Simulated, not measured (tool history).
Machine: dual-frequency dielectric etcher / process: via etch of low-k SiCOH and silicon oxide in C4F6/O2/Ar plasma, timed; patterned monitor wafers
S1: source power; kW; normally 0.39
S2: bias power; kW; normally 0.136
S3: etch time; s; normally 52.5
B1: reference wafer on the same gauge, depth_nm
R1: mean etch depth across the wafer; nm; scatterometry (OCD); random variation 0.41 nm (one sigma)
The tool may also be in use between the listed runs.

| run | day | S1 | S2 | S3 | B1 | R1 |
|---|---|---|---|---|---|---|
| 1 | 0 | 0.39 | 0.136 | 52.5 | 107 | 106.3 |
| 2 | 1.979 | 0.39 | 0.136 | 52.5 | 107.3 | 106.1 |
| 3 | 3.775 | 0.39 | 0.136 | 52.5 | 107 | 106.7 |
| 4 | 5.025 | 0.39 | 0.136 | 52.5 | 107.1 | 107.2 |
| 5 | 7.258 | 0.39 | 0.128 | 57 | 107.1 | 113.8 |
| 6 | 8.925 | 0.39 | 0.128 | 57 | 106.8 | 114.2 |
| 7 | 9.983 | 0.39 | 0.128 | 57 | 107 | 115.3 |
| 8 | 13.162 | 0.47 | 0.115 | 62.5 | 106.8 | 127.4 |
| 9 | 14.242 | 0.31 | 0.15 | 67 | 107.1 | 135.8 |
|  | 15.529 | bias power generator calibrated |
|  | 16.588 | wet clean of the chamber |
| 10 | 17.158 | 0.39 | 0.136 | 52.5 | 106.9 | 106.3 |
|  | 18.512 | upper electrode replaced |
| 11 | 18.533 | 0.39 | 0.136 | 52.5 | 107 | 106.9 |
|  | 18.571 | gauge calibrated |
|  | 19.012 | source power generator calibrated |
| 12 | 20.8 | 0.3 | 0.105 | 52.5 | 107 | 89.8 |
| 13 | 23.792 | 0.35 | 0.111 | 64 | 107.1 | 117.1 |
| 14 | 26.758 | 0.39 | 0.149 | 52.5 | 107.3 | 112.6 |

Below are 5 alternative next runs, each starting from the tool's condition after run 14. Predict each:
| A | 26.775 | 0.39 | 0.123 | 52.5 | ? | ? |
| B | 26.775 | 0.46 | 0.108 | 60.5 | ? | ? |
| C | 26.775 | 0.34 | 0.136 | 52.5 | ? | ? |
| D | 26.775 | 0.39 | 0.145 | 52.5 | ? | ? |
| E | 26.775 | 0.39 | 0.158 | 52.5 | ? | ? |

| run | B1 | R1 |
|---|---|---|
| A | 107.2 | 103.6 |
| B | 107.2 | 119 |
| C | 107.2 | 103.8 |
| D | 107.2 | 110.8 |
| E | 107.2 | 114.8 |
Stripped of hidden state, with their random variation kept, the same runs would have yielded:
| run | R1 |
|---|---|
| A | 101.6 |
| B | 116.8 |
| C | 101.8 |
| D | 108.7 |
| E | 112.6 |

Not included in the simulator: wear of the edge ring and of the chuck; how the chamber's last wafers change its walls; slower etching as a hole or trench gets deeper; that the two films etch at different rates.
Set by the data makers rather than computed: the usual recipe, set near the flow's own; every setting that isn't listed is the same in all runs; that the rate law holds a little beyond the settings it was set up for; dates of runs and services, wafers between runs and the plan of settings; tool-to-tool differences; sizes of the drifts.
